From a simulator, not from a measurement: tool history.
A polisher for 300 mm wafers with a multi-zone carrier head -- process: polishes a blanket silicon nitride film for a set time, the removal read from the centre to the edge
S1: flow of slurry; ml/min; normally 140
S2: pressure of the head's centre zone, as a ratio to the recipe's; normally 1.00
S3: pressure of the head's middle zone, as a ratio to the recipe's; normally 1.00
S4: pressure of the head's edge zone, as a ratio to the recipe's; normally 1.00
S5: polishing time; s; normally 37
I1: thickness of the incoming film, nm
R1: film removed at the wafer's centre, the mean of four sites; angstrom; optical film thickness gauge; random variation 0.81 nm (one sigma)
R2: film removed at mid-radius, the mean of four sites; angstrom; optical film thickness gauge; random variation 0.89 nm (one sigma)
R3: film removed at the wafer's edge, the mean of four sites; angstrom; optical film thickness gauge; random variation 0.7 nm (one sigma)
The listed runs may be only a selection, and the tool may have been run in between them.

{"run": 1, "hour": 0.0, "S1": 180, "S2": 1.0, "S3": 1.0, "S4": 1.0, "S5": 27, "I1": 727.8, "R1": 482, "R2": 482, "R3": 455}
{"run": 2, "hour": 35.6, "S1": 95, "S2": 1.0, "S3": 1.05, "S4": 1.0, "S5": 37, "I1": 722.4, "R1": 548, "R2": 571, "R3": 526}
{"hour": 40.8, "done": "slurry nozzle cleaned"}
{"run": 3, "hour": 51.7, "S1": 140, "S2": 1.04, "S3": 1.0, "S4": 1.0, "S5": 37, "I1": 735.6, "R1": 642, "R2": 616, "R3": 575}
{"run": 4, "hour": 83.8, "S1": 180, "S2": 1.07, "S3": 1.03, "S4": 0.91, "S5": 37, "I1": 741.3, "R1": 668, "R2": 650, "R3": 568}
{"run": 5, "hour": 112.7, "S1": 170, "S2": 0.93, "S3": 1.0, "S4": 1.0, "S5": 33, "I1": 739.1, "R1": 522, "R2": 545, "R3": 510}
{"run": 6, "hour": 137.8, "S1": 175, "S2": 1.0, "S3": 1.0, "S4": 0.95, "S5": 37, "I1": 717.6, "R1": 611, "R2": 620, "R3": 551}
{"run": 7, "hour": 171.7, "S1": 140, "S2": 1.0, "S3": 1.07, "S4": 1.0, "S5": 37, "I1": 743.6, "R1": 575, "R2": 596, "R3": 546}
{"run": 8, "hour": 187.6, "S1": 140, "S2": 1.0, "S3": 1.0, "S4": 1.0, "S5": 37, "I1": 721.4, "R1": 575, "R2": 581, "R3": 536}
{"hour": 200.5, "done": "worn pad replaced by a new one"}
{"run": 9, "hour": 222.9, "S1": 160, "S2": 1.08, "S3": 1.0, "S4": 0.88, "S5": 37, "I1": 732.2, "R1": 695, "R2": 632, "R3": 585}
{"run": 10, "hour": 243.2, "S1": 140, "S2": 1.0, "S3": 1.0, "S4": 1.0, "S5": 37, "I1": 726.0, "R1": 631, "R2": 622, "R3": 592}
{"hour": 270.4, "done": "carrier head's membrane replaced by a new one"}
{"run": 11, "hour": 271.3, "S1": 140, "S2": 1.0, "S3": 1.0, "S4": 1.0, "S5": 37, "I1": 724.0, "R1": 616, "R2": 615, "R3": 570}
{"run": 12, "hour": 296.3, "S1": 140, "S2": 1.0, "S3": 1.0, "S4": 1.0, "S5": 37, "I1": 713.0, "R1": 613, "R2": 593, "R3": 575}
{"hour": 319.2, "done": "slurry nozzle cleaned"}
{"run": 13, "hour": 354.3, "S1": 175, "S2": 1.0, "S3": 1.0, "S4": 0.95, "S5": 37, "I1": 728.5, "R1": 603, "R2": 599, "R3": 559}
{"run": 14, "hour": 382.6, "S1": 185, "S2": 0.94, "S3": 1.0, "S4": 1.0, "S5": 37, "I1": 741.9, "R1": 578, "R2": 606, "R3": 578}
{"run": 15, "hour": 396.4, "S1": 185, "S2": 0.91, "S3": 1.0, "S4": 1.08, "S5": 30, "I1": 736.2, "R1": 446, "R2": 484, "R3": 478}
{"run": 16, "hour": 420.0, "S1": 115, "S2": 0.9, "S3": 0.91, "S4": 1.0, "S5": 47, "I1": 733.7, "R1": 608, "R2": 633, "R3": 649}
{"hour": 428.0, "done": "edge zone pressure recalibrated"}
{"hour": 428.8, "done": "worn pad replaced by a new one"}
{"run": 17, "hour": 446.2, "S1": 140, "S2": 0.95, "S3": 1.0, "S4": 1.07, "S5": 48, "I1": 729.7, "R1": 779, "R2": 805, "R3": 798}
{"run": 18, "hour": 475.9, "S1": 140, "S2": 0.89, "S3": 1.0, "S4": 1.08, "S5": 37, "I1": 723.2, "R1": 558, "R2": 605, "R3": 616}
{"run": 19, "hour": 500.0, "S1": 175, "S2": 1.03, "S3": 1.0, "S4": 1.0, "S5": 26, "I1": 736.3, "R1": 470, "R2": 457, "R3": 415}
{"run": 20, "hour": 528.2, "S1": 170, "S2": 1.0, "S3": 1.0, "S4": 1.0, "S5": 37, "I1": 716.4, "R1": 652, "R2": 629, "R3": 591}
{"run": 21, "hour": 544.0, "S1": 140, "S2": 0.93, "S3": 1.0, "S4": 0.91, "S5": 37, "I1": 722.7, "R1": 564, "R2": 608, "R3": 544}
{"run": 22, "hour": 563.4, "S1": 140, "S2": 1.0, "S3": 1.0, "S4": 0.89, "S5": 37, "I1": 729.1, "R1": 595, "R2": 593, "R3": 536}

Per-run results on a tool with no hidden state, each run keeping its own random variation:
Hidden conditions of the tool in this case: removal rate lost through wear of the pad, %; slurry flow missing at the pad, %; deviation of the centre zone's pressure from its setpoint, %; deviation of the edge zone's pressure from its setpoint, %.
run=1 R1=497 R2=497 R3=470
run=2 R1=575 R2=600 R3=552
run=3 R1=680 R2=652 R3=609
run=4 R1=719 R2=700 R3=611
run=5 R1=571 R2=596 R3=557
run=6 R1=677 R2=686 R3=611
run=7 R1=648 R2=672 R3=617
run=8 R1=654 R2=662 R3=610
run=9 R1=715 R2=650 R3=602
run=10 R1=656 R2=647 R3=615
run=11 R1=650 R2=649 R3=601
run=12 R1=654 R2=633 R3=614
run=13 R1=664 R2=659 R3=615
run=14 R1=647 R2=678 R3=646
run=15 R1=502 R2=545 R3=539
run=16 R1=693 R2=723 R3=740
run=17 R1=795 R2=821 R3=814
run=18 R1=578 R2=627 R3=639
run=19 R1=493 R2=480 R3=436
run=20 R1=694 R2=669 R3=629
run=21 R1=605 R2=653 R3=584
run=22 R1=645 R2=643 R3=581
